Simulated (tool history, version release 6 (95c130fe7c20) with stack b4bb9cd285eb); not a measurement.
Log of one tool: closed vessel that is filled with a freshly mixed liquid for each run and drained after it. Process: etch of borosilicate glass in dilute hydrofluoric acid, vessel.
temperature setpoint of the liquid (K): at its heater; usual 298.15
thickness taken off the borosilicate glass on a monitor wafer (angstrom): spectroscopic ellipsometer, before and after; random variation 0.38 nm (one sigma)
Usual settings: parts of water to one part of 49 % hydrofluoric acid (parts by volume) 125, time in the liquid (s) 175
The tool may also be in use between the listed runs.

| run | day | temperature setpoint of the liquid (K) | parts of water to one part of 49 % hydrofluoric acid (parts by volume) | time in the liquid (s) | wafers since the last listed run | hours since the thermometer was replaced | hours since the hydrofluoric acid flow meter was replaced | hours since the gauge calibration | read-back film thickness of the borosilicate glass reference wafer, read on the same gauge (nm) | thickness taken off the borosilicate glass on a monitor wafer (angstrom) |
|---|---|---|---|---|---|---|---|---|---|---|
| 1 | 0 | 298.15 | 110 | 175 | 0 | 1632.9 | 229.8 | 171 | 149.99 | 666.1 |
| 2 | 0.454 | 298.15 | 110 | 175 | 1202 | 1643.8 | 240.7 | 181.9 | 150.04 | 666.5 |
| 3 | 0.9 | 298.15 | 110 | 175 | 1180 | 1654.5 | 251.4 | 192.6 | 150.02 | 671.2 |
| 4 | 1.192 | 294.15 | 125 | 175 | 772 | 1661.5 | 258.4 | 199.6 | 149.99 | 486.6 |
| 5 | 1.9 | 294.15 | 125 | 175 | 1875 | 1678.5 | 275.4 | 216.6 | 149.99 | 497 |
|  | 3.675 | gauge calibrated |
| 6 | 3.783 | 294.15 | 125 | 175 | 4985 | 1723.7 | 320.6 | 2.6 | 150.03 | 500.5 |
| 7 | 4.233 | 298.15 | 125 | 175 | 1191 | 1734.5 | 331.4 | 13.4 | 150.01 | 581.8 |
| 8 | 4.904 | 298.15 | 160 | 125 | 1775 | 1750.6 | 347.5 | 29.5 | 150.01 | 318.7 |
| 9 | 5.192 | 298.15 | 125 | 175 | 761 | 1757.5 | 354.4 | 36.4 | 150.01 | 589 |
| 10 | 5.925 | 298.15 | 175 | 175 | 1941 | 1775.1 | 372 | 54 | 150.03 | 399.8 |
| 11 | 6.471 | 298.15 | 125 | 175 | 1444 | 1788.2 | 385.1 | 67.1 | 150.05 | 593.8 |
| 12 | 6.967 | 298.15 | 110 | 175 | 1312 | 1800.1 | 397 | 79 | 150 | 690.7 |
| 13 | 7.275 | 298.15 | 165 | 255 | 816 | 1807.5 | 404.4 | 86.4 | 149.99 | 627.8 |
| 14 | 8 | 298.15 | 110 | 175 | 1919 | 1824.9 | 421.8 | 103.8 | 149.99 | 696.4 |
| 15 | 8.262 | 298.15 | 125 | 250 | 694 | 1831.2 | 428.1 | 110.1 | 150.03 | 845.7 |
| 16 | 8.629 | 301.15 | 95 | 110 | 970 | 1840 | 436.9 | 118.9 | 149.98 | 583.9 |
| 17 | 8.925 | 298.15 | 125 | 120 | 783 | 1847.1 | 444 | 126 | 150 | 415.6 |
|  | 9.079 | hydrofluoric acid flow meter replaced |
|  | 9.342 | thermometer replaced |
| 18 | 9.658 | 300.65 | 125 | 175 | 1720 | 7.6 | 13.9 | 143.6 | 149.99 | 616.2 |
| 19 | 10.333 | 294.15 | 180 | 140 | 1786 | 23.8 | 30.1 | 159.8 | 150.02 | 249.1 |
| 20 | 10.633 | 294.65 | 155 | 225 | 794 | 31 | 37.3 | 167 | 150.02 | 490.3 |
| 21 | 11.188 | 298.15 | 125 | 175 | 1467 | 44.3 | 50.6 | 180.3 | 149.94 | 560.2 |
| 22 | 11.525 | 298.15 | 125 | 280 | 893 | 52.4 | 58.7 | 188.4 | 150.02 | 906.2 |
| 23 | 12.042 | 301.15 | 125 | 210 | 1367 | 64.8 | 71.1 | 200.8 | 149.99 | 751.2 |

3 ways to go on from here, each from the tool as it stands after run 23. What would each give?
| A | 12.071 | 298.15 | 155 | 175 | 77 | 65.5 | 71.8 | 201.5 | ? | ? |
| B | 12.071 | 294.65 | 125 | 175 | 77 | 65.5 | 71.8 | 201.5 | ? | ? |
| C | 12.071 | 293.15 | 125 | 175 | 77 | 65.5 | 71.8 | 201.5 | ? | ? |

| run | read-back film thickness of the borosilicate glass reference wafer, read on the same gauge (nm) | thickness taken off the borosilicate glass on a monitor wafer (angstrom) |
|---|---|---|
| A | 150.02 | 434.6 |
| B | 150.02 | 486.4 |
| C | 150.02 | 458 |
Without the tool's hidden state the same runs would have given:
| run | thickness taken off the borosilicate glass on a monitor wafer (angstrom) |
|---|---|
| A | 422.8 |
| B | 473.6 |
| C | 445.9 |

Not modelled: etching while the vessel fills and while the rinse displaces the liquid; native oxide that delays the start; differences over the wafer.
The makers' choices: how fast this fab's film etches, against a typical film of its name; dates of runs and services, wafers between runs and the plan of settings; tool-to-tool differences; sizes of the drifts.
